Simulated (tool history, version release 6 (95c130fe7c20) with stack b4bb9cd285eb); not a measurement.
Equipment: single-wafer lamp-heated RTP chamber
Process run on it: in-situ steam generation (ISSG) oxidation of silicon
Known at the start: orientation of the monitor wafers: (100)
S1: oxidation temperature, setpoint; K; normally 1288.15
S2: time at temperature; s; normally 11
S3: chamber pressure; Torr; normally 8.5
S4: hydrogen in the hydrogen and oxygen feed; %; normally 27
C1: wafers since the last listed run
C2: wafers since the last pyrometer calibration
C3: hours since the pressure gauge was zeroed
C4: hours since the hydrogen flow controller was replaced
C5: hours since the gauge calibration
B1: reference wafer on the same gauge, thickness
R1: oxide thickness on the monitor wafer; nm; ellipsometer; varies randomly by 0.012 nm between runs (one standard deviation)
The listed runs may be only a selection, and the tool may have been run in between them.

| run | day | S1 | S2 | S3 | S4 | C1 | C2 | C3 | C4 | C5 | B1 | R1 |
|---|---|---|---|---|---|---|---|---|---|---|---|---|
| 1 | 0.000 | 1288.15 | 11 | 8.5 | 27 | 0 | 47 | 3080.3 | 2091.9 | 3.8 | 5.180 | 4.951 |
| 2 | 0.679 | 1288.15 | 11 | 8.5 | 27 | 131 | 178 | 3096.6 | 2108.2 | 20.1 | 5.179 | 4.959 |
| 3 | 2.029 | 1288.15 | 11 | 8.5 | 27 | 262 | 440 | 3129.0 | 2140.6 | 52.5 | 5.184 | 4.967 |
| 4 | 2.658 | 1288.15 | 11 | 8.5 | 27 | 122 | 563 | 3144.1 | 2155.7 | 67.6 | 5.177 | 4.980 |
| 5 | 3.938 | 1288.15 | 11 | 8.5 | 27 | 248 | 811 | 3174.8 | 2186.4 | 98.3 | 5.180 | 4.985 |
| 6 | 4.671 | 1288.15 | 11 | 8.5 | 27 | 142 | 953 | 3192.4 | 2204.0 | 115.9 | 5.179 | 4.973 |
| 7 | 5.850 | 1288.15 | 11 | 7.9 | 27 | 228 | 1182 | 3220.7 | 2232.3 | 144.2 | 5.180 | 5.019 |
| 8 | 7.225 | 1294.15 | 8 | 9.4 | 32 | 266 | 1449 | 3253.7 | 2265.3 | 177.2 | 5.183 | 4.580 |
|  | 8.254 | pressure gauge zeroed |
| 9 | 8.346 | 1288.15 | 11 | 8.5 | 27 | 152 | 1602 | 2.2 | 2292.2 | 204.1 | 5.175 | 5.017 |
|  | 8.821 | pyrometer window cleaned and pyrometer calibrated, repeated, since the last time left the tool worse |
| 10 | 8.850 | 1275.15 | 11 | 8.5 | 18 | 33 | 5 | 14.3 | 2304.3 | 216.2 | 5.180 | 4.111 |
| 11 | 9.571 | 1288.15 | 11 | 8.5 | 24 | 139 | 145 | 31.6 | 2321.6 | 233.5 | 5.182 | 4.644 |
| 12 | 10.158 | 1288.15 | 11 | 8.5 | 27 | 114 | 259 | 45.7 | 2335.7 | 247.6 | 5.183 | 4.776 |
| 13 | 11.550 | 1278.15 | 13 | 8.5 | 27 | 270 | 529 | 79.1 | 2369.1 | 281.0 | 5.178 | 4.967 |
| 14 | 12.904 | 1279.15 | 9 | 7.5 | 27 | 262 | 792 | 111.6 | 2401.6 | 313.5 | 5.180 | 4.274 |
| 15 | 14.062 | 1288.15 | 11 | 8.5 | 27 | 224 | 1017 | 139.4 | 2429.4 | 341.3 | 5.179 | 4.813 |
| 16 | 14.821 | 1288.15 | 11 | 8.5 | 27 | 147 | 1164 | 157.6 | 2447.6 | 359.5 | 5.179 | 4.796 |
| 17 | 16.242 | 1278.15 | 9 | 9.3 | 19 | 275 | 1440 | 191.7 | 2481.7 | 393.6 | 5.178 | 3.843 |
| 18 | 20.525 | 1288.15 | 12 | 8.5 | 27 | 831 | 2272 | 294.5 | 2584.5 | 496.4 | 5.180 | 5.030 |
| 19 | 21.833 | 1288.15 | 11 | 8.5 | 18 | 253 | 2526 | 325.9 | 2615.9 | 527.8 | 5.180 | 4.361 |
|  | 22.646 | hydrogen flow controller replaced |
| 20 | 22.667 | 1288.15 | 11 | 8.5 | 27 | 97 | 2623 | 345.9 | 0.5 | 547.8 | 5.180 | 4.863 |

For run 21, what comes out?
| 21 | 23.279 | 1288.15 | 11 | 8.5 | 27 | 118 | 2742 | 360.6 | 15.2 | 562.5 | ? | ? |

B1: 5.184
R1: 4.859 nm
With the hidden condition absent and the run-to-run variation left alone, this run would have shown R1 4.772 nm.
